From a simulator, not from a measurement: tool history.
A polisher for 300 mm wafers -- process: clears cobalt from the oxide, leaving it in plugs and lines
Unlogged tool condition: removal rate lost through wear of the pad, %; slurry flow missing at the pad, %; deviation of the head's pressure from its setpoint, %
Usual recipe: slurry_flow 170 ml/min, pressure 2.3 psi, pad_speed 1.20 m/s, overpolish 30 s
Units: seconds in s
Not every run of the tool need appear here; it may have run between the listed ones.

run	day	slurry_flow	pressure	pad_speed	overpolish	wafers since the last listed run	wafers polished on this pad	hours since the slurry nozzle was cleaned	hours since the head pressure was calibrated	incoming thickness of the incoming film, nm	seconds
1	0.000	170	2.3	1.50	30	0	350	254.5	290.0	186.5	19.7
2	0.879	170	2.3	1.50	30	197	547	275.6	311.1	193.0	20.6
3	1.967	170	2.3	1.50	30	244	791	301.7	337.2	193.2	19.8
4	2.812	170	2.3	1.20	30	189	981	322.0	357.5	189.7	24.5
# day 6.158: worn pad replaced by a new one
5	6.704	170	2.3	1.20	30	836	122	415.4	450.9	188.1	24.1
6	7.442	170	2.3	1.20	30	165	288	433.1	468.6	190.2	24.2
7	8.146	185	2.3	1.04	30	158	446	450.0	485.5	189.9	27.9
8	9.117	185	2.3	1.04	30	217	664	473.3	508.8	187.3	28.7
9	10.246	185	2.3	1.04	30	253	917	500.4	535.9	190.0	28.5
10	11.162	170	2.3	1.20	30	205	1123	522.4	557.9	191.0	24.5
11	11.767	170	2.3	1.20	30	135	1259	536.9	572.4	190.2	25.2
12	12.792	170	2.3	1.32	30	230	1489	561.5	597.0	191.3	23.0
# day 13.725: worn pad replaced by a new one
13	13.746	170	2.3	1.32	30	176	4	584.4	619.9	191.2	22.8
14	14.938	170	2.3	1.32	30	267	272	613.0	648.5	190.4	22.9
15	16.412	170	2.3	0.90	30	331	603	648.4	683.9	192.2	33.0
16	17.679	170	2.1	1.52	15	284	887	678.8	714.3	192.0	21.9
# day 21.112: worn pad replaced by a new one
17	22.042	170	2.3	1.20	30	941	208	783.5	819.0	188.4	24.1
# day 22.862: slurry nozzle cleaned
18	23.283	170	2.3	1.20	30	269	477	10.1	848.8	190.4	23.0
19	24.421	205	2.9	1.20	14	255	732	37.4	876.1	191.5	17.9
20	24.971	170	2.6	0.88	24	123	856	50.6	889.3	189.9	26.8
21	26.229	170	2.3	1.20	30	282	1138	80.8	919.5	190.6	23.0
22	27.258	170	2.3	1.20	30	230	1369	105.5	944.2	191.2	22.2
# day 27.996: worn pad replaced by a new one
23	28.696	215	1.5	1.02	30	285	157	140.0	978.7	193.8	39.9
# day 28.900: head pressure recalibrated
24	29.796	205	2.3	1.20	30	228	385	166.4	21.5	191.2	24.9
25	31.129	170	2.0	1.20	12	299	684	198.4	53.5	190.9	28.8
26	32.517	170	1.6	1.20	30	311	996	231.7	86.8	191.5	36.5
27	33.600	170	2.3	0.86	30	243	1239	257.7	112.8	186.7	34.2
28	34.858	120	2.3	1.06	30	282	1521	287.9	143.0	187.0	29.8
# day 35.838: worn pad replaced by a new one
29	35.867	170	2.3	1.20	30	188	6	312.1	167.2	188.6	26.4
30	37.021	190	2.3	0.92	30	259	265	339.8	194.9	187.3	32.4

Below are 5 alternative next runs, each starting from the tool's condition after run 30. Predict each:
A	37.038	170	2.3	1.20	41	3	268	340.2	195.3	191.0	?
B	37.038	200	1.8	1.54	30	3	268	340.2	195.3	191.0	?
C	37.038	195	2.8	1.06	44	3	268	340.2	195.3	191.0	?
D	37.038	190	2.3	1.20	30	3	268	340.2	195.3	191.0	?
E	37.038	135	3.0	1.20	30	3	268	340.2	195.3	191.0	?

run	seconds
A	25.1
B	24.3
C	22.8
D	24.6
E	20.2
With the hidden condition removed and each run's random variation left untouched, the same runs would have given:
run	seconds
A	24.0
B	23.4
C	21.9
D	23.7
E	19.2

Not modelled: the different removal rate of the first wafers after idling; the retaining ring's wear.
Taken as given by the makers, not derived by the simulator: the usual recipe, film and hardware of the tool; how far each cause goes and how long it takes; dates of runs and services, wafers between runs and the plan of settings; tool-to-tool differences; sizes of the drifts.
